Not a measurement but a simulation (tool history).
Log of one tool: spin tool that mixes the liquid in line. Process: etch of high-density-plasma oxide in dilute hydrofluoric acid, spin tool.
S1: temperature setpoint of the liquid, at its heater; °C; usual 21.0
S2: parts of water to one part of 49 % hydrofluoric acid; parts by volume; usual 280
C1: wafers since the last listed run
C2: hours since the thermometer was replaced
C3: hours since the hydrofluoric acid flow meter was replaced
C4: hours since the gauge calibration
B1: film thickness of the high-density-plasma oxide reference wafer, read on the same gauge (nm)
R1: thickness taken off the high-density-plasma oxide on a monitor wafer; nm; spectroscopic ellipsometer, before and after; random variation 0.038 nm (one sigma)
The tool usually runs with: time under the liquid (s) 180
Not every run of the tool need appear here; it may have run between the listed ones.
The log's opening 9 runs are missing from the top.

Run 10, hour 590.3: usual settings but S1 25.5 °C, time under the liquid (s) 115; C1 421; C2 1809.9; C3 82.9; C4 1694.3; B1 39.989. Result: R1 1.838 nm.
At hour 694.2: gauge calibrated.
Run 11, hour 724.9: usual settings but S1 24.0 °C, S2 380 parts by volume, time under the liquid (s) 85; C1 1210; C2 1944.5; C3 217.5; C4 30.7; B1 40.017. Result: R1 0.874 nm.
Run 12, hour 795.7: usual settings but S2 400 parts by volume, time under the liquid (s) 285; C1 636; C2 2015.3; C3 288.3; C4 101.5; B1 39.985. Result: R1 2.480 nm.
Run 13, hour 842.6: usual settings but S1 17.0 °C, S2 160 parts by volume, time under the liquid (s) 70; C1 421; C2 2062.2; C3 335.2; C4 148.4; B1 39.950. Result: R1 1.713 nm.
Run 14, hour 912.6: usual settings but S1 22.5 °C; C1 629; C2 2132.2; C3 405.2; C4 218.4; B1 40.062. Result: R1 2.671 nm.
Run 15, hour 974.4: usual settings; C1 555; C2 2194.0; C3 467.0; C4 280.2; B1 40.005. Result: R1 2.571 nm.
Run 16, hour 1000.3: usual settings; C1 232; C2 2219.9; C3 492.9; C4 306.1; B1 39.979. Result: R1 2.522 nm.
Run 17, hour 1025.5: usual settings; C1 226; C2 2245.1; C3 518.1; C4 331.3; B1 39.990. Result: R1 2.582 nm.
At hour 1028.3: thermometer replaced.
Run 18, hour 1058.4: usual settings but S2 345 parts by volume; C1 286; C2 30.1; C3 551.0; C4 364.2; B1 39.946. Result: R1 1.780 nm.
Run 19, hour 1118.0: usual settings but S1 26.0 °C, S2 315 parts by volume, time under the liquid (s) 110; C1 535; C2 89.7; C3 610.6; C4 423.8; B1 40.002. Result: R1 1.482 nm.
Run 20, hour 1144.2: usual settings; C1 235; C2 115.9; C3 636.8; C4 450.0; B1 40.004. Result: R1 2.328 nm.
Run 21, hour 1195.2: usual settings but S2 395 parts by volume; C1 458; C2 166.9; C3 687.8; C4 501.0; B1 39.999. Result: R1 1.487 nm.
Run 22, hour 1228.5: usual settings; C1 299; C2 200.2; C3 721.1; C4 534.3; B1 39.996. Result: R1 2.356 nm.
Run 23, hour 1300.2: usual settings but S1 17.5 °C; C1 644; C2 271.9; C3 792.8; C4 606.0; B1 39.993. Result: R1 2.096 nm.
Run 24, hour 1359.9: usual settings but S1 18.0 °C, time under the liquid (s) 275; C1 536; C2 331.6; C3 852.5; C4 665.7; B1 39.994. Result: R1 3.164 nm.
Run 25, hour 1388.0: usual settings but S1 18.0 °C, time under the liquid (s) 105; C1 252; C2 359.7; C3 880.6; C4 693.8; B1 39.986. Result: R1 1.248 nm.
Run 26, hour 1432.1: usual settings but S1 17.0 °C, S2 370 parts by volume; C1 396; C2 403.8; C3 924.7; C4 737.9; B1 40.002. Result: R1 1.451 nm.
Run 27, hour 1457.1: usual settings; C1 224; C2 428.8; C3 949.7; C4 762.9; B1 40.002. Result: R1 2.381 nm.
Run 28, hour 1481.5: usual settings but S1 23.5 °C, S2 220 parts by volume, time under the liquid (s) 70; C1 219; C2 453.2; C3 974.1; C4 787.3; B1 40.011. Result: R1 1.385 nm.
Run 29, hour 1542.4: usual settings but S1 25.5 °C, time under the liquid (s) 115; C1 547; C2 514.1; C3 1035.0; C4 848.2; B1 39.990. Result: R1 1.808 nm.
Run 30, hour 1594.5: usual settings but S1 19.0 °C, time under the liquid (s) 245; C1 468; C2 566.2; C3 1087.1; C4 900.3; B1 40.024. Result: R1 2.917 nm.
Run 31, hour 1656.5: usual settings but S2 225 parts by volume, time under the liquid (s) 270; C1 557; C2 628.2; C3 1149.1; C4 962.3; B1 39.991. Result: R1 4.622 nm.
Run 32, hour 1725.9: usual settings; C1 624; C2 697.6; C3 1218.5; C4 1031.7; B1 40.008. Result: R1 2.431 nm.

Consider 4 possible next runs. They are alternatives, not a sequence: every one starts from the tool as it was left by run 32. What does each give?
Run A, hour 1726.4: usual settings; C1 4; C2 698.1; C3 1219.0; C4 1032.2; B1 ?. Result: R1 ?.
Run B, hour 1726.4: usual settings but S1 17.0 °C, S2 400 parts by volume, time under the liquid (s) 90; C1 4; C2 698.1; C3 1219.0; C4 1032.2; B1 ?. Result: R1 ?.
Run C, hour 1726.4: usual settings but S1 19.0 °C, S2 370 parts by volume; C1 4; C2 698.1; C3 1219.0; C4 1032.2; B1 ?. Result: R1 ?.
Run D, hour 1726.4: usual settings but S2 355 parts by volume, time under the liquid (s) 110; C1 4; C2 698.1; C3 1219.0; C4 1032.2; B1 ?. Result: R1 ?.

run      B1     R1
  A  40.022  2.404
  B  40.022  0.657
  C  40.022  1.563
  D  40.022  1.081
Take away the tool's hidden state, keep each run's random variation, and the runs would have read:
run     R1
  A  2.301
  B  0.629
  C  1.497
  D  1.037
